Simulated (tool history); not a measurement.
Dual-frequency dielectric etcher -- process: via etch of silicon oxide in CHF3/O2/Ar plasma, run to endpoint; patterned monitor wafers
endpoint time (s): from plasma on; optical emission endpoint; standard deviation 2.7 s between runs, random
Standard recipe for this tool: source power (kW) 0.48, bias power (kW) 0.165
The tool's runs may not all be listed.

| run | hour | source power (kW) | bias power (kW) | wafers since the last listed run | hours since the last wet clean | hours since the last source power generator calibration | hours since the last bias power generator calibration | hours since the last upper electrode change | incoming incoming film thickness, nm | endpoint time (s) |
|---|---|---|---|---|---|---|---|---|---|---|
| 1 | 0 | 0.48 | 0.165 | 0 | 249.5 | 2825.8 | 1321.5 | 5084.9 | 769.1 | 469.7 |
| 2 | 30.3 | 0.42 | 0.165 | 113 | 279.8 | 2856.1 | 1351.8 | 5115.2 | 756.7 | 511.9 |
| 3 | 53.9 | 0.42 | 0.165 | 88 | 303.4 | 2879.7 | 1375.4 | 5138.8 | 769.6 | 512.7 |
| 4 | 75.3 | 0.48 | 0.196 | 80 | 324.8 | 2901.1 | 1396.8 | 5160.2 | 755.8 | 430.9 |
| 5 | 95 | 0.48 | 0.196 | 73 | 344.5 | 2920.8 | 1416.5 | 5179.9 | 764.1 | 437 |
| 6 | 116.7 | 0.55 | 0.165 | 81 | 366.2 | 2942.5 | 1438.2 | 5201.6 | 761.5 | 426.9 |
| 7 | 149.1 | 0.48 | 0.152 | 121 | 398.6 | 2974.9 | 1470.6 | 5234 | 761.5 | 482.9 |
| 8 | 174.1 | 0.48 | 0.152 | 93 | 423.6 | 2999.9 | 1495.6 | 5259 | 752.1 | 470.1 |
| 9 | 198.8 | 0.48 | 0.137 | 92 | 448.3 | 3024.6 | 1520.3 | 5283.7 | 767 | 501 |
| 10 | 214.7 | 0.48 | 0.137 | 59 | 464.2 | 3040.5 | 1536.2 | 5299.6 | 756.6 | 492.1 |
| 11 | 248.9 | 0.44 | 0.165 | 127 | 498.4 | 3074.7 | 1570.4 | 5333.8 | 764.5 | 487.3 |
| 12 | 260.9 | 0.44 | 0.165 | 44 | 510.4 | 3086.7 | 1582.4 | 5345.8 | 754.6 | 478.9 |
| 13 | 275.6 | 0.48 | 0.165 | 54 | 525.1 | 3101.4 | 1597.1 | 5360.5 | 755.5 | 454.2 |
|  | 318.1 | wet clean of the chamber |
| 14 | 318.6 | 0.48 | 0.165 | 71 | 0.5 | 3144.4 | 1640.1 | 5403.5 | 767.2 | 477.8 |
| 15 | 341.8 | 0.48 | 0.165 | 86 | 23.7 | 3167.6 | 1663.3 | 5426.7 | 768.7 | 479.4 |
| 16 | 359.8 | 0.48 | 0.183 | 67 | 41.7 | 3185.6 | 1681.3 | 5444.7 | 766.8 | 458.9 |
|  | 368.3 | source power generator calibrated |
| 17 | 387.1 | 0.52 | 0.165 | 87 | 69 | 18.8 | 1708.6 | 5472 | 759.4 | 448.8 |
| 18 | 402.8 | 0.48 | 0.165 | 58 | 84.7 | 34.5 | 1724.3 | 5487.7 | 760.5 | 469.3 |
| 19 | 434.5 | 0.44 | 0.165 | 118 | 116.4 | 66.2 | 1756 | 5519.4 | 766.1 | 498.9 |
| 20 | 447.7 | 0.59 | 0.15 | 49 | 129.6 | 79.4 | 1769.2 | 5532.6 | 759.1 | 434.4 |
| 21 | 465 | 0.53 | 0.181 | 64 | 146.9 | 96.7 | 1786.5 | 5549.9 | 761.6 | 425.6 |
| 22 | 480 | 0.58 | 0.165 | 56 | 161.9 | 111.7 | 1801.5 | 5564.9 | 767 | 420.8 |
|  | 542.7 | upper electrode replaced |
| 23 | 567.6 | 0.39 | 0.177 | 237 | 249.5 | 199.3 | 1889.1 | 24.9 | 764 | 523.9 |
| 24 | 587.9 | 0.41 | 0.184 | 75 | 269.8 | 219.6 | 1909.4 | 45.2 | 767.1 | 498.6 |
|  | 612.4 | bias power generator calibrated |
| 25 | 620.1 | 0.48 | 0.165 | 105 | 302 | 251.8 | 7.7 | 77.4 | 763.3 | 469.7 |
| 26 | 641.9 | 0.36 | 0.146 | 81 | 323.8 | 273.6 | 29.5 | 99.2 | 758.8 | 591.4 |
| 27 | 661.6 | 0.39 | 0.134 | 73 | 343.5 | 293.3 | 49.2 | 118.9 | 773.4 | 579.7 |
| 28 | 694.5 | 0.44 | 0.139 | 123 | 376.4 | 326.2 | 82.1 | 151.8 | 761 | 521.9 |
| 29 | 719.5 | 0.54 | 0.177 | 93 | 401.4 | 351.2 | 107.1 | 176.8 | 765.3 | 419.6 |
| 30 | 788.4 | 0.48 | 0.165 | 257 | 470.3 | 420.1 | 176 | 245.7 | 753.9 | 461.5 |
| 31 | 801.5 | 0.48 | 0.165 | 49 | 483.4 | 433.2 | 189.1 | 258.8 | 768.3 | 460.1 |
|  | 853 | wet clean of the chamber |
| 32 | 865.1 | 0.36 | 0.165 | 148 | 12.1 | 496.8 | 252.7 | 322.4 | 761.9 | 573.3 |
| 33 | 898.9 | 0.58 | 0.194 | 126 | 45.9 | 530.6 | 286.5 | 356.2 | 762.9 | 403.1 |
| 34 | 912.2 | 0.48 | 0.165 | 49 | 59.2 | 543.9 | 299.8 | 369.5 | 760.2 | 473.9 |

Predict each of these 5 candidate next runs independently; none follows another, all start after run 34:
| A | 912.7 | 0.59 | 0.165 | 1 | 59.7 | 544.4 | 300.3 | 370 | 771 | ? |
| B | 912.7 | 0.57 | 0.201 | 1 | 59.7 | 544.4 | 300.3 | 370 | 771 | ? |
| C | 912.7 | 0.48 | 0.18 | 1 | 59.7 | 544.4 | 300.3 | 370 | 771 | ? |
| D | 912.7 | 0.59 | 0.151 | 1 | 59.7 | 544.4 | 300.3 | 370 | 771 | ? |
| E | 912.7 | 0.55 | 0.135 | 1 | 59.7 | 544.4 | 300.3 | 370 | 771 | ? |

| run | endpoint time (s) |
|---|---|
| A | 427.6 |
| B | 405.6 |
| C | 466.9 |
| D | 441.4 |
| E | 477.9 |
With the hidden condition removed and each run's random variation left untouched, the same runs would have given:
| run | endpoint time (s) |
|---|---|
| A | 431.1 |
| B | 409 |
| C | 470.7 |
| D | 445 |
| E | 481.8 |
